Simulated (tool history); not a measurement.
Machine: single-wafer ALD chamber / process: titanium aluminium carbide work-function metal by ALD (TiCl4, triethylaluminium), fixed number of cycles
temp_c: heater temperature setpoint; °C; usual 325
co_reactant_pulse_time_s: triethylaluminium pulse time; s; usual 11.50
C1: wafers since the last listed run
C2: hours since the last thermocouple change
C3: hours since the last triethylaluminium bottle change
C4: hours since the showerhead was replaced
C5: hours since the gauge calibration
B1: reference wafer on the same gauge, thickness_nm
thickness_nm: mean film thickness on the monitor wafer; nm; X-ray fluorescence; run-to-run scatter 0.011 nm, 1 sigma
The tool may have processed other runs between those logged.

{"run": 1, "hour": 0.0, "temp_c": 325, "co_reactant_pulse_time_s": 11.5, "C1": 0, "C2": 2452.0, "C3": 1027.0, "C4": 4532.1, "C5": 143.7, "B1": 1.978, "thickness_nm": 2.237}
{"run": 2, "hour": 7.9, "temp_c": 325, "co_reactant_pulse_time_s": 11.5, "C1": 55, "C2": 2459.9, "C3": 1034.9, "C4": 4540.0, "C5": 151.6, "B1": 1.981, "thickness_nm": 2.241}
{"run": 3, "hour": 24.5, "temp_c": 325, "co_reactant_pulse_time_s": 11.5, "C1": 117, "C2": 2476.5, "C3": 1051.5, "C4": 4556.6, "C5": 168.2, "B1": 1.982, "thickness_nm": 2.243}
{"run": 4, "hour": 34.8, "temp_c": 325, "co_reactant_pulse_time_s": 11.5, "C1": 72, "C2": 2486.8, "C3": 1061.8, "C4": 4566.9, "C5": 178.5, "B1": 1.978, "thickness_nm": 2.226}
{"run": 5, "hour": 42.7, "temp_c": 325, "co_reactant_pulse_time_s": 11.5, "C1": 55, "C2": 2494.7, "C3": 1069.7, "C4": 4574.8, "C5": 186.4, "B1": 1.982, "thickness_nm": 2.21}
{"run": 6, "hour": 54.2, "temp_c": 318, "co_reactant_pulse_time_s": 10.37, "C1": 81, "C2": 2506.2, "C3": 1081.2, "C4": 4586.3, "C5": 197.9, "B1": 1.979, "thickness_nm": 2.158}
{"run": 7, "hour": 61.5, "temp_c": 318, "co_reactant_pulse_time_s": 10.37, "C1": 51, "C2": 2513.5, "C3": 1088.5, "C4": 4593.6, "C5": 205.2, "B1": 1.98, "thickness_nm": 2.14}
{"run": 8, "hour": 69.2, "temp_c": 325, "co_reactant_pulse_time_s": 11.5, "C1": 54, "C2": 2521.2, "C3": 1096.2, "C4": 4601.3, "C5": 212.9, "B1": 1.979, "thickness_nm": 2.229}
{"hour": 85.0, "done": "thermocouple changed; heater temperature recalibrated"}
{"hour": 93.0, "done": "showerhead replaced"}
{"hour": 118.1, "done": "gauge calibrated"}
{"run": 9, "hour": 120.6, "temp_c": 325, "co_reactant_pulse_time_s": 11.5, "C1": 250, "C2": 35.6, "C3": 1147.6, "C4": 27.6, "C5": 2.5, "B1": 1.985, "thickness_nm": 2.218}
{"run": 10, "hour": 129.4, "temp_c": 314, "co_reactant_pulse_time_s": 10.53, "C1": 62, "C2": 44.4, "C3": 1156.4, "C4": 36.4, "C5": 11.3, "B1": 1.978, "thickness_nm": 2.102}
{"hour": 137.8, "done": "triethylaluminium bottle replaced"}
{"run": 11, "hour": 138.1, "temp_c": 331, "co_reactant_pulse_time_s": 11.5, "C1": 4, "C2": 53.1, "C3": 0.3, "C4": 45.1, "C5": 20.0, "B1": 1.979, "thickness_nm": 2.32}
{"run": 12, "hour": 159.3, "temp_c": 314, "co_reactant_pulse_time_s": 7.03, "C1": 150, "C2": 74.3, "C3": 21.5, "C4": 66.3, "C5": 41.2, "B1": 1.98, "thickness_nm": 2.006}
{"run": 13, "hour": 174.0, "temp_c": 329, "co_reactant_pulse_time_s": 10.13, "C1": 104, "C2": 89.0, "C3": 36.2, "C4": 81.0, "C5": 55.9, "B1": 1.981, "thickness_nm": 2.259}
{"run": 14, "hour": 188.3, "temp_c": 325, "co_reactant_pulse_time_s": 11.5, "C1": 101, "C2": 103.3, "C3": 50.5, "C4": 95.3, "C5": 70.2, "B1": 1.981, "thickness_nm": 2.22}
{"run": 15, "hour": 200.0, "temp_c": 333, "co_reactant_pulse_time_s": 13.41, "C1": 82, "C2": 115.0, "C3": 62.2, "C4": 107.0, "C5": 81.9, "B1": 1.984, "thickness_nm": 2.324}
{"run": 16, "hour": 209.3, "temp_c": 325, "co_reactant_pulse_time_s": 11.5, "C1": 65, "C2": 124.3, "C3": 71.5, "C4": 116.3, "C5": 91.2, "B1": 1.979, "thickness_nm": 2.243}
{"run": 17, "hour": 217.0, "temp_c": 312, "co_reactant_pulse_time_s": 12.98, "C1": 54, "C2": 132.0, "C3": 79.2, "C4": 124.0, "C5": 98.9, "B1": 1.979, "thickness_nm": 2.124}
{"run": 18, "hour": 233.5, "temp_c": 318, "co_reactant_pulse_time_s": 10.37, "C1": 116, "C2": 148.5, "C3": 95.7, "C4": 140.5, "C5": 115.4, "B1": 1.977, "thickness_nm": 2.145}
{"run": 19, "hour": 241.5, "temp_c": 336, "co_reactant_pulse_time_s": 13.69, "C1": 56, "C2": 156.5, "C3": 103.7, "C4": 148.5, "C5": 123.4, "B1": 1.979, "thickness_nm": 2.386}
{"run": 20, "hour": 254.1, "temp_c": 319, "co_reactant_pulse_time_s": 7.14, "C1": 89, "C2": 169.1, "C3": 116.3, "C4": 161.1, "C5": 136.0, "B1": 1.974, "thickness_nm": 2.056}

Forecast each of these 4 alternatives for the next run:
{"run": "A", "hour": 254.5, "temp_c": 325, "co_reactant_pulse_time_s": 11.5, "C1": 2, "C2": 169.5, "C3": 116.7, "C4": 161.5, "C5": 136.4, "B1": "?", "thickness_nm": "?"}
{"run": "B", "hour": 254.5, "temp_c": 319, "co_reactant_pulse_time_s": 9.44, "C1": 2, "C2": 169.5, "C3": 116.7, "C4": 161.5, "C5": 136.4, "B1": "?", "thickness_nm": "?"}
{"run": "C", "hour": 254.5, "temp_c": 329, "co_reactant_pulse_time_s": 14.1, "C1": 2, "C2": 169.5, "C3": 116.7, "C4": 161.5, "C5": 136.4, "B1": "?", "thickness_nm": "?"}
{"run": "D", "hour": 254.5, "temp_c": 331, "co_reactant_pulse_time_s": 15.55, "C1": 2, "C2": 169.5, "C3": 116.7, "C4": 161.5, "C5": 136.4, "B1": "?", "thickness_nm": "?"}

run=A B1=1.978 thickness_nm=2.250
run=B B1=1.978 thickness_nm=2.152
run=C B1=1.978 thickness_nm=2.315
run=D B1=1.978 thickness_nm=2.343
Stripped of hidden state, with their random variation kept, the same runs would have yielded:
run=A thickness_nm=2.250
run=B thickness_nm=2.152
run=C thickness_nm=2.315
run=D thickness_nm=2.343
